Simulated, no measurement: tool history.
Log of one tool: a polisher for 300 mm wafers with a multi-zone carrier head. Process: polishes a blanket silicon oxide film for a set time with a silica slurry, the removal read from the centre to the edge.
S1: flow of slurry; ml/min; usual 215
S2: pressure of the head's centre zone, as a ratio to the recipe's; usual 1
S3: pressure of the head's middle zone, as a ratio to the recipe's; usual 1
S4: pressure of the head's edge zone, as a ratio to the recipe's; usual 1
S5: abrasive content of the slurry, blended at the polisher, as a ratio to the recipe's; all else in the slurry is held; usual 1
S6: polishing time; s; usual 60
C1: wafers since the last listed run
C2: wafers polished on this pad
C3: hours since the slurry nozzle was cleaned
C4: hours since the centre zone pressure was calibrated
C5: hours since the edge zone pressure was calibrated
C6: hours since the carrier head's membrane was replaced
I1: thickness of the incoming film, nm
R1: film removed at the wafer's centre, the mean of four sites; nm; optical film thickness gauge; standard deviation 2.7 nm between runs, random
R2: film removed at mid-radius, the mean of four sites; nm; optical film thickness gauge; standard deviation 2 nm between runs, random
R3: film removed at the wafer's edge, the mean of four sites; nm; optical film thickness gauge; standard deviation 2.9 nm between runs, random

| run | day | S1 | S2 | S3 | S4 | S5 | S6 | C1 | C2 | C3 | C4 | C5 | C6 | I1 | R1 | R2 | R3 |
|---|---|---|---|---|---|---|---|---|---|---|---|---|---|---|---|---|---|
| 1 | 0 | 215 | 1 | 1 | 1 | 1 | 60 | 0 | 1037 | 82.2 | 628.2 | 1192.7 | 1054.5 | 1057.8 | 175.6 | 188.6 | 188.6 |
| 2 | 0.604 | 215 | 1 | 1 | 1 | 1 | 60 | 184 | 1221 | 96.7 | 642.7 | 1207.2 | 1069 | 1045.7 | 175 | 186 | 186.7 |
| 3 | 1.421 | 215 | 1 | 1 | 1 | 1 | 60 | 248 | 1470 | 116.3 | 662.3 | 1226.8 | 1088.6 | 1067.6 | 167.6 | 175.6 | 182 |
|  | 1.758 | worn pad replaced by a new one |
| 4 | 2.767 | 215 | 1 | 0.97 | 1 | 1 | 60 | 359 | 306 | 148.6 | 694.6 | 1259.1 | 1120.9 | 1063.7 | 185.3 | 196 | 193 |
| 5 | 3.942 | 215 | 1 | 0.97 | 1 | 1 | 60 | 358 | 664 | 176.8 | 722.8 | 1287.3 | 1149.1 | 1055.8 | 180.1 | 193.8 | 194.4 |
|  | 5.004 | centre zone pressure recalibrated |
|  | 5.008 | carrier head's membrane replaced by a new one |
| 6 | 5.067 | 215 | 1.06 | 1 | 1 | 1 | 60 | 315 | 980 | 203.8 | 1.5 | 1314.3 | 1.4 | 1065.5 | 200 | 189.1 | 188.5 |
|  | 6.012 | worn pad replaced by a new one |
| 7 | 7.962 | 215 | 1.06 | 1 | 1 | 1 | 60 | 831 | 594 | 273.3 | 71 | 1383.8 | 70.9 | 1072.1 | 201.7 | 192.6 | 198.5 |
| 8 | 9.246 | 215 | 1 | 0.9 | 1.07 | 1 | 60 | 391 | 985 | 304.1 | 101.8 | 1414.6 | 101.7 | 1073.5 | 187.4 | 176 | 193.9 |
|  | 9.471 | edge zone pressure recalibrated |
|  | 10.458 | worn pad replaced by a new one |
| 9 | 10.479 | 215 | 1 | 0.89 | 0.93 | 0.9 | 60 | 299 | 6 | 333.7 | 131.4 | 24.2 | 131.3 | 1044.8 | 183.9 | 171.5 | 181.5 |
| 10 | 10.862 | 215 | 0.89 | 1 | 1 | 1 | 60 | 116 | 122 | 342.9 | 140.6 | 33.4 | 140.5 | 1070.6 | 177.3 | 193.7 | 196.4 |
|  | 11.508 | slurry nozzle cleaned |
| 11 | 11.871 | 235 | 1 | 1 | 0.96 | 1 | 60 | 294 | 417 | 8.7 | 164.8 | 57.6 | 164.7 | 1050.6 | 200.4 | 197 | 190.7 |
| 12 | 13.104 | 215 | 1.12 | 1 | 1 | 1 | 60 | 375 | 793 | 38.3 | 194.4 | 87.2 | 194.3 | 1055.4 | 212.3 | 192 | 187.1 |
| 13 | 13.867 | 215 | 1 | 1 | 1 | 1 | 60 | 232 | 1025 | 56.6 | 212.7 | 105.5 | 212.6 | 1076.5 | 190.1 | 187 | 188.4 |
| 14 | 14.675 | 255 | 1 | 1 | 1.12 | 1.3 | 60 | 246 | 1272 | 76 | 232.1 | 124.9 | 232 | 1058 | 207.9 | 211.7 | 222.8 |

Branching from run 14: 5 alternative next runs. What would each branch give?
| A | 14.692 | 215 | 1 | 1 | 1 | 1 | 60 | 5 | 1277 | 76.4 | 232.5 | 125.3 | 232.4 | 1059.7 | ? | ? | ? |
| B | 14.692 | 145 | 1 | 1 | 0.94 | 1.2 | 60 | 5 | 1277 | 76.4 | 232.5 | 125.3 | 232.4 | 1059.7 | ? | ? | ? |
| C | 14.692 | 215 | 1 | 1 | 0.89 | 1 | 60 | 5 | 1277 | 76.4 | 232.5 | 125.3 | 232.4 | 1059.7 | ? | ? | ? |
| D | 14.692 | 215 | 1 | 0.94 | 0.94 | 1.2 | 76 | 5 | 1277 | 76.4 | 232.5 | 125.3 | 232.4 | 1059.7 | ? | ? | ? |
| E | 14.692 | 215 | 1 | 1 | 1 | 1.1 | 60 | 5 | 1277 | 76.4 | 232.5 | 125.3 | 232.4 | 1059.7 | ? | ? | ? |

| run | R1 | R2 | R3 |
|---|---|---|---|
| A | 184.8 | 182.2 | 180.8 |
| B | 186.4 | 185.5 | 182.4 |
| C | 184.8 | 182.2 | 171.2 |
| D | 256.7 | 242.9 | 244.2 |
| E | 194.3 | 191.6 | 190.2 |
Stripped of hidden state, with their random variation kept, the same runs would have yielded:
| run | R1 | R2 | R3 |
|---|---|---|---|
| A | 207.9 | 200 | 198.6 |
| B | 209.7 | 203.7 | 200.4 |
| C | 207.9 | 200.1 | 188 |
| D | 288.8 | 266.8 | 268.2 |
| E | 218.6 | 210.4 | 208.9 |
